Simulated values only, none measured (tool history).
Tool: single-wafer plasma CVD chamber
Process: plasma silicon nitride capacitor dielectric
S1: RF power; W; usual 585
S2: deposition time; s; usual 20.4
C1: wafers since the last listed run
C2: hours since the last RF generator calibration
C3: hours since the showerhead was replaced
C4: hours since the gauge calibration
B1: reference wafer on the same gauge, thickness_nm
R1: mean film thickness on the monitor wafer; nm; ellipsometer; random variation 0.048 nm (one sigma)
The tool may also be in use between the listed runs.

run   hour   S1    S2    C1      C2      C3     C4      B1      R1
  1      0  640  20.4     0  1233.9  4560.9  150.9  37.305  31.837
  2   28.2  585  20.4   494  1262.1  4589.1  179.1  37.303  31.278
  3   59.6  585  20.4   550  1293.5  4620.5  210.5  37.282  31.292
  4   82.5  585  20.4   401  1316.4  4643.4  233.4   37.32  31.192
  5     99  585  20.4   289  1332.9  4659.9  249.9  37.316  31.292
  6    134  585  20.4   613  1367.9  4694.9  284.9  37.284  31.246
  7  165.1  585  20.4   545    1399    4726    316  37.288  31.256
  8  188.8  585  20.4   415  1422.7  4749.7  339.7   37.31  31.239
  9  216.1  585  20.4   478    1450    4777    367  37.284  31.307
     250.9  -- showerhead replaced
 10  251.4  585  20.4   478  1485.3     0.5  402.3  37.282  31.281
 11  310.8  545  20.4  1041  1544.7    59.9  461.7  37.295  30.936
 12  330.6  545  20.4   347  1564.5    79.7  481.5    37.3  30.911
     348.7  -- gauge calibrated
 13  362.5  585  20.4   559  1596.4   111.6   13.8  37.307  31.275
 14    380  545  20.4   306  1613.9   129.1   31.3  37.301  30.806
 15  392.2  700  21.8   213  1626.1   141.3   43.5   37.31   34.55
 16  412.4  505  23.8   354  1646.3   161.5   63.7  37.301  35.542
     440.1  -- RF generator calibrated
 17  440.6  520  23.8   354     0.5   189.7   91.9   37.31  36.183
 18  466.4  480  18.3   452    26.3   215.5  117.7  37.304   27.46
 19  495.1  585  22.5   503      55   244.2  146.4  37.311  34.849
 20  513.3  585  20.4   319    73.2   262.4  164.6  37.296  31.642
 21  528.9  500  22.6   273    88.8     278  180.2  37.328  34.076
 22    547  700  22.4   317   106.9   296.1  198.3  37.295  35.891
 23  568.2  585  20.4   371   128.1   317.3  219.5  37.298  31.651
 24  593.3  505  20.4   440   153.2   342.4  244.6  37.278  30.818
 25  618.4  585  20.4   440   178.3   367.5  269.7  37.296  31.537

Forecast each of these 4 alternatives for the next run:
  A  618.8  585  20.4   7  178.7  367.9  270.1   ?   ?
  B  618.8  510  17.6   7  178.7  367.9  270.1   ?   ?
  C  618.8  475  23.8   7  178.7  367.9  270.1   ?   ?
  D  618.8  495  18.1   7  178.7  367.9  270.1   ?   ?

run      B1      R1
  A  37.298  31.651
  B  37.298   26.66
  C  37.298  35.625
  D  37.298  27.279
Without the tool's hidden state the same runs would have given:
run      R1
  A  31.777
  B  26.765
  C  35.766
  D  27.387

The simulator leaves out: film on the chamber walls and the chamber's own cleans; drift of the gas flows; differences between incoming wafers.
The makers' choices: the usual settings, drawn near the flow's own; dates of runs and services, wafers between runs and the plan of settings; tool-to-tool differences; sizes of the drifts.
